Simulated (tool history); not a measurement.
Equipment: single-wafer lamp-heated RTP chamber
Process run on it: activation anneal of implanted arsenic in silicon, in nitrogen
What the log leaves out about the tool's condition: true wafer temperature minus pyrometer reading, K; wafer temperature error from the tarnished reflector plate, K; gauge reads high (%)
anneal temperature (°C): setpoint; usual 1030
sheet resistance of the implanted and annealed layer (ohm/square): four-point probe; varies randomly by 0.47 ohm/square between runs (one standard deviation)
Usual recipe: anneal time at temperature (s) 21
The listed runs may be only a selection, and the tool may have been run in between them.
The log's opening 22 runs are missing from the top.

| run | hour | anneal temperature (°C) | anneal time at temperature (s) | wafers since the last listed run | wafers since the last pyrometer calibration | wafers since the reflector plate was cleaned | hours since the gauge calibration | read-back reference wafer on the same gauge, sheet resistance | sheet resistance of the implanted and annealed layer (ohm/square) |
|---|---|---|---|---|---|---|---|---|---|
| 23 | 278.8 | 1011 | 9 | 255 | 1145 | 1145 | 122.7 | 132.14 | 129.84 |
| 24 | 319 | 1047 | 30 | 626 | 1771 | 1771 | 162.9 | 131.9 | 112.36 |
|  | 334.2 | pyrometer window cleaned and pyrometer calibrated |
| 25 | 334.7 | 1019 | 21 | 119 | 8 | 1891 | 178.6 | 132.02 | 122.73 |
| 26 | 341.4 | 1049 | 25 | 104 | 112 | 1996 | 185.3 | 131.91 | 115.8 |
| 27 | 348.3 | 1052 | 31 | 107 | 220 | 2103 | 192.2 | 132.01 | 112.71 |
| 28 | 365.4 | 1030 | 21 | 266 | 486 | 2370 | 209.3 | 131.89 | 120.72 |
| 29 | 374.4 | 1030 | 21 | 140 | 626 | 2510 | 218.3 | 131.8 | 119.84 |
| 30 | 388 | 1015 | 21 | 211 | 838 | 2722 | 231.9 | 131.95 | 122.38 |
| 31 | 403.1 | 1001 | 11 | 235 | 1073 | 2957 | 247 | 131.93 | 132.61 |
| 32 | 420.7 | 1014 | 18 | 274 | 1347 | 3231 | 264.6 | 132.03 | 124.3 |
| 33 | 428 | 1030 | 21 | 113 | 1461 | 3345 | 271.9 | 131.98 | 119.07 |
|  | 440.8 | pyrometer window cleaned and pyrometer calibrated |
| 34 | 445.2 | 1030 | 11 | 143 | 68 | 3488 | 289.1 | 131.84 | 126.61 |
| 35 | 453 | 1030 | 21 | 121 | 190 | 3610 | 296.9 | 131.9 | 120.43 |
| 36 | 475 | 1044 | 21 | 342 | 533 | 3952 | 318.9 | 131.92 | 116.67 |
| 37 | 492.8 | 1013 | 25 | 277 | 810 | 4230 | 336.7 | 131.96 | 122.32 |
| 38 | 508 | 1030 | 31 | 236 | 1047 | 4467 | 351.9 | 131.92 | 116.21 |

Below are 3 alternative next runs, each starting from the tool's condition after run 38. Predict each:
| A | 508.4 | 1004 | 21 | 6 | 1053 | 4473 | 352.3 | ? | ? |
| B | 508.4 | 1002 | 30 | 6 | 1053 | 4473 | 352.3 | ? | ? |
| C | 508.4 | 1030 | 25 | 6 | 1053 | 4473 | 352.3 | ? | ? |

| run | read-back reference wafer on the same gauge, sheet resistance | sheet resistance of the implanted and annealed layer (ohm/square) |
|---|---|---|
| A | 131.89 | 124.57 |
| B | 131.89 | 121.8 |
| C | 131.89 | 117.34 |
What these runs would have given with no unlogged condition in the tool:
| run | sheet resistance of the implanted and annealed layer (ohm/square) |
|---|---|
| A | 125.66 |
| B | 122.89 |
| C | 118.18 |
